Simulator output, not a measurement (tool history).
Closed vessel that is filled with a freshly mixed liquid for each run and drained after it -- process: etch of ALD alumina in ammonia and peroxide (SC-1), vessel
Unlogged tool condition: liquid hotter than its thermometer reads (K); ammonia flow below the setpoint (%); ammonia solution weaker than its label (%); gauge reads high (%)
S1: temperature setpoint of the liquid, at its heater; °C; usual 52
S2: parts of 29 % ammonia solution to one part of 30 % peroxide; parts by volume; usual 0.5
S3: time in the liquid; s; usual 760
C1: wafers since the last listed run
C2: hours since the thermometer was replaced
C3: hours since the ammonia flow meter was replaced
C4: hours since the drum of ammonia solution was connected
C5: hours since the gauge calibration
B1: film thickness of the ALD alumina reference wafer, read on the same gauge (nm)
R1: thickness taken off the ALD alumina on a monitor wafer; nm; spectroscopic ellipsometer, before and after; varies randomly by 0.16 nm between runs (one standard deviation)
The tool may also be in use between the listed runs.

run    hour    S1    S2    S3    C1      C2      C3      C4      C5     B1     R1
  1       0    52  0.55   760     0   636.2   945.3   480.2  1161.7  59.99  25.33
  2    52.9    52   0.5   760  1933   689.1   998.2   533.1  1214.6     60  25.38
  3   135.5    52   0.5   760  3019   771.7  1080.8   615.7  1297.2  59.99  25.62
      227.7  -- ammonia flow meter replaced
  4   229.5    52   0.5   760  3399   865.7     1.8   709.7  1391.2  60.02  25.85
  5   298.7    52   0.5   650  2529   934.9      71   778.9  1460.4     60  21.95
  6   369.9    52   0.5   650  2602  1006.1   142.2   850.1  1531.6  60.01  21.64
      415.1  -- new drum of ammonia solution connected
  7   472.8    56   0.5   760  3724    1109   245.1    57.7  1634.5  60.01  32.23
  8   522.1    56   0.5   760  1801  1158.3   294.4     107  1683.8  60.01  32.13
  9   578.1    56   0.5   760  2046  1214.3   350.4     163  1739.8  60.02   32.1
 10   652.8    52   0.5   760  2730    1289   425.1   237.7  1814.5  60.01  26.15
 11     758    52   0.5   760  3845  1394.2   530.3   342.9  1919.7  60.03  26.07
 12   861.6  46.5   0.5   760  3786  1497.8   633.9   446.5  2023.3  59.99  19.31
      908.1  -- thermometer replaced
 13   914.4    52   0.5   760  1893     6.3   686.7   499.3  2076.1  59.99  24.75
 14   959.2    43   0.5   760  1637    51.1   731.5   544.1  2120.9  60.01   15.1
 15   998.3    52   0.6   760  1429    90.2   770.6   583.2    2160  60.01  25.73
       1022  -- gauge calibrated
 16    1049    45  0.65   360  1853   140.9   821.3   633.9      27  59.98   8.31
 17    1090  46.5   0.5   760  1498   181.9   862.3   674.9      68  59.98  18.72
 18  1148.2    49   0.6  1135  2127   240.1   920.5   733.1   126.2  60.01  32.16
 19  1415.6    52   0.5   760  9773   507.5  1187.9  1000.5   393.6  59.99  25.45
     1466.4  -- new drum of ammonia solution connected
 20  1485.7    52  0.45   760  2525   577.6    1258    19.3   463.7  59.97  24.78
 21  1575.2  60.5   0.5   760  3271   667.1  1347.5   108.8   553.2  59.99  39.94
     1627.8  -- ammonia flow meter replaced
 22  1644.4  61.5  0.65  1055  2492   736.3    16.6     178   622.4  59.99  59.48
 23  1719.4    52   0.3   760  2741   811.3    91.6     253   697.4  59.98  24.21
 24  1806.3  60.5   0.5   760  3176   898.2   178.5   339.9   784.3  59.98  40.13
 25  1897.5    52   0.5   760  3333   989.4   269.7   431.1   875.5  60.01  25.54
 26  1962.5    52   0.5   650  2375  1054.4   334.7   496.1   940.5     60  21.73
 27  2000.1  44.5   0.5   625  1374    1092   372.3   533.7   978.1     60  13.93
 28  2084.5    47   0.4  1145  3084  1176.4   456.7   618.1  1062.5     60  28.72

Consider 5 possible next runs. They are alternatives, not a sequence: every one starts from the tool as it was left by run 28. What does each give?
  A  2085.4    59  0.5   760  32  1177.3  457.6  619  1063.4   ?   ?
  B  2085.4    52  0.5  1205  32  1177.3  457.6  619  1063.4   ?   ?
  C  2085.4    52  0.5  1140  32  1177.3  457.6  619  1063.4   ?   ?
  D  2085.4    52  0.5  1160  32  1177.3  457.6  619  1063.4   ?   ?
  E  2085.4  48.5  0.6  1180  32  1177.3  457.6  619  1063.4   ?   ?

run     B1     R1
  A  59.98  36.92
  B  59.98  40.45
  C  59.98  38.27
  D  59.98  38.94
  E  59.98  33.27
The same runs, with their run-to-run variation unchanged, on a tool lacking any hidden condition would have given:
run     R1
  A  36.13
  B  39.54
  C  37.41
  D  38.06
  E  32.51

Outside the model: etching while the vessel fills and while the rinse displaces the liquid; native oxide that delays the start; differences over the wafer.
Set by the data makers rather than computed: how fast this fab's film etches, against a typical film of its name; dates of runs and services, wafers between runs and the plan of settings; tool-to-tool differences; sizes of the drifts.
